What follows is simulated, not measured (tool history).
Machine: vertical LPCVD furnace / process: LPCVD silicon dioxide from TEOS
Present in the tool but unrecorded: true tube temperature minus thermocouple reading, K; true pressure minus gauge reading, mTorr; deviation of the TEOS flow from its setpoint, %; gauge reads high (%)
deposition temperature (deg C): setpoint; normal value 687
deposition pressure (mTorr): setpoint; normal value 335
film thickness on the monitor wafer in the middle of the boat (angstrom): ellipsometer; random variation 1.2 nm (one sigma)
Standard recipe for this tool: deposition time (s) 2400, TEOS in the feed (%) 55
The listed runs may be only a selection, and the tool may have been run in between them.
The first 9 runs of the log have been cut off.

run   hour  deposition temperature (deg C)  deposition pressure (mTorr)  deposition time (s)  TEOS in the feed (%)  wafers since the last listed run  hours since the last temperature calibration  hours since the pressure gauge was zeroed  hours since the TEOS flow controller was replaced  hours since the gauge calibration  read-back reference wafer on the same gauge, thickness  film thickness on the monitor wafer in the middle of the boat (angstrom)
 10  237.4                             687                          285                 2400                    55                               428                                         180.5                                     2511.8                                                150                              836.6                                                  167.97                                                                    2079.3
 11  262.6                             687                          335                 2400                    55                               326                                         205.7                                       2537                                              175.2                              861.8                                                  167.75                                                                    2246.2
 12  276.5                             687                          335                 2400                    63                               180                                         219.6                                     2550.9                                              189.1                              875.7                                                  168.04                                                                    2383.8
     306.9  -- pressure gauge zeroed
 13    309                             687                          335                 1710                    50                               110                                         252.1                                        2.1                                              221.6                              908.2                                                  167.62                                                                    1529.1
 14  325.2                             676                          360                 1980                    60                               210                                         268.3                                       18.3                                              237.8                              924.4                                                  168.12                                                                    1552.6
     350.3  -- thermocouples replaced and temperature profile calibrated, repeated, since the last time left the tool worse
 15  383.2                             693                          335                 2670                    52                               441                                          32.9                                       76.3                                              295.8                              982.4                                                   168.1                                                                      2477
 16  413.8                             687                          335                 2400                    55                               397                                          63.5                                      106.9                                              326.4                               1013                                                  167.85                                                                    2014.2
 17  430.3                             687                          335                 2400                    55                               214                                            80                                      123.4                                              342.9                             1029.5                                                  168.11                                                                    1999.8
 18  474.6                             687                          275                 2670                    55                               574                                         124.3                                      167.7                                              387.2                             1073.8                                                  168.21                                                                    2012.6
 19  494.2                             682                          335                 2400                    55                               254                                         143.9                                      187.3                                              406.8                             1093.4                                                  167.83                                                                    1776.1
     538.1  -- gauge calibrated
 20  538.5                             687                          335                 1950                    55                               574                                         188.2                                      231.6                                              451.1                                0.4                                                  167.72                                                                    1642.2
 21  570.6                             699                          405                 2130                    55                               416                                         220.3                                      263.7                                              483.2                               32.5                                                  168.42                                                                    2581.5
 22  603.3                             687                          335                 2400                    52                               424                                           253                                      296.4                                              515.9                               65.2                                                  168.07                                                                      1959
 23  644.8                             694                          255                 2730                    63                               538                                         294.5                                      337.9                                              557.4                              106.7                                                  167.82                                                                    2513.7
 24  669.8                             687                          390                 2400                    55                               324                                         319.5                                      362.9                                              582.4                              131.7                                                  168.03                                                                    2179.3
 25  686.5                             687                          335                 2400                    55                               216                                         336.2                                      379.6                                              599.1                              148.4                                                  168.27                                                                    1996.5
 26  718.2                             678                          370                 3000                    63                               411                                         367.9                                      411.3                                              630.8                              180.1                                                  167.96                                                                    2286.7
 27  738.1                             687                          335                 2400                    49                               258                                         387.8                                      431.2                                              650.7                                200                                                  167.91                                                                    1883.4
 28  750.4                             687                          310                 2400                    55                               159                                         400.1                                      443.5                                                663                              212.3                                                  167.86                                                                      1932
 29    763                             687                          335                 3270                    55                               163                                         412.7                                      456.1                                              675.6                              224.9                                                  167.93                                                                    2724.2
 30  778.2                             687                          335                 3000                    55                               197                                         427.9                                      471.3                                              690.8                              240.1                                                  167.55                                                                    2514.8
 31  838.7                             687                          335                 2400                    55                               785                                         488.4                                      531.8                                              751.3                              300.6                                                  168.07                                                                    2016.8

Forecast each of these 4 alternatives for the next run:
  A  842.9                             687                          335                 2400                    55                                54                                         492.6                                        536                                              755.5                              304.8                                                       ?                                                                         ?
  B  842.9                             695                          335                 2400                    46                                54                                         492.6                                        536                                              755.5                              304.8                                                       ?                                                                         ?
  C  842.9                             676                          335                 2400                    55                                54                                         492.6                                        536                                              755.5                              304.8                                                       ?                                                                         ?
  D  842.9                             687                          265                 3120                    49                                54                                         492.6                                        536                                              755.5                              304.8                                                       ?                                                                         ?

run  read-back reference wafer on the same gauge, thickness  film thickness on the monitor wafer in the middle of the boat (angstrom)
  A                                                  168.33                                                                    2034.1
  B                                                  168.33                                                                    2248.2
  C                                                  168.33                                                                    1559.5
  D                                                  168.33                                                                    2219.9
With the hidden condition removed and each run's random variation left untouched, the same runs would have given:
run  film thickness on the monitor wafer in the middle of the boat (angstrom)
  A                                                                    2011.3
  B                                                                    2223.4
  C                                                                    1541.6
  D                                                                      2195

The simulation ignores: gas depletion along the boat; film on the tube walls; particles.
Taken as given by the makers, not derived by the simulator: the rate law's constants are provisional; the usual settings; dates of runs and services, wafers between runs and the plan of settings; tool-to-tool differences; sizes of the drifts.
